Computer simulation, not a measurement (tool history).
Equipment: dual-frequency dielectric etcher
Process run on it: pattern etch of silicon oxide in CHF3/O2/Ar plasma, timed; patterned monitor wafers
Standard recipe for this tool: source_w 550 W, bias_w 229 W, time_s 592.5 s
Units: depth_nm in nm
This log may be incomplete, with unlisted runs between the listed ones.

run,hour,source_w,bias_w,time_s,"read-back reference wafer on the same gauge, depth_nm",depth_nm
1,0.0,550,229,592.5,1630.1,1414.2
2,16.2,520,253,592.5,1629.4,1414.9
3,60.3,520,253,592.5,1629.8,1413.1
4,75.9,550,229,592.5,1630.7,1410.2
5,92.9,550,229,592.5,1631.7,1416.7
6,111.2,550,229,592.5,1628.7,1413.4
7,129.6,550,256,592.5,1630.6,1441.4
8,150.4,550,229,592.5,1629.8,1419.8
9,164.8,550,283,547.0,1629.6,1369.1
10,226.6,550,229,461.0,1630.6,1104.6
11,276.9,550,229,461.0,1628.1,1107.9
12,284.0,550,229,592.5,1630.2,1417.9
13,310.7,550,229,684.0,1629.5,1637.0
14,331.2,550,229,592.5,1627.9,1415.7
15,359.3,440,283,455.5,1630.3,1034.1
16,386.1,550,229,447.0,1628.9,1060.7
17,401.3,550,178,507.0,1631.0,1159.8
18,417.9,550,206,535.5,1630.5,1248.0
19,442.5,640,259,735.0,1630.9,1904.3
20,457.9,620,229,592.5,1629.5,1474.2
21,486.9,620,248,482.0,1629.0,1217.1
22,505.9,550,198,443.5,1630.1,1028.9
23,538.2,490,273,768.0,1628.9,1813.3
24,566.1,550,263,433.5,1628.1,1064.1
25,592.7,600,276,765.5,1629.2,1978.6
26,608.6,550,229,680.5,1631.5,1630.3
27,666.2,440,258,459.0,1632.6,1031.6
28,675.3,550,229,592.5,1627.2,1410.6
29,688.1,550,203,592.5,1630.8,1378.0
30,723.2,550,190,535.5,1628.1,1232.7
31,752.4,690,273,497.0,1629.1,1357.2

Not shown here: 6 entries made in the log between runs. Locate each between two listed runs and compare the hidden state at the listed run before it with the hidden state at the listed run after it:
Logged between run 2 and run 3: wet clean of the chamber (hour 59.8)
  the hidden state is the same at both runs
Logged between run 6 and run 7: bias power generator calibrated (hour 115.7)
  the hidden state is the same at both runs
Logged between run 7 and run 8: source power generator calibrated (hour 134.9)
  the hidden state is the same at both runs
Logged between run 10 and run 11: upper electrode replaced (hour 276.4)
  the hidden state is the same at both runs
Logged between run 22 and run 23: gauge calibrated (hour 536.3)
  the hidden state is the same at both runs
Logged between run 26 and run 27: wet clean of the chamber (hour 665.7)
  the hidden state is the same at both runs
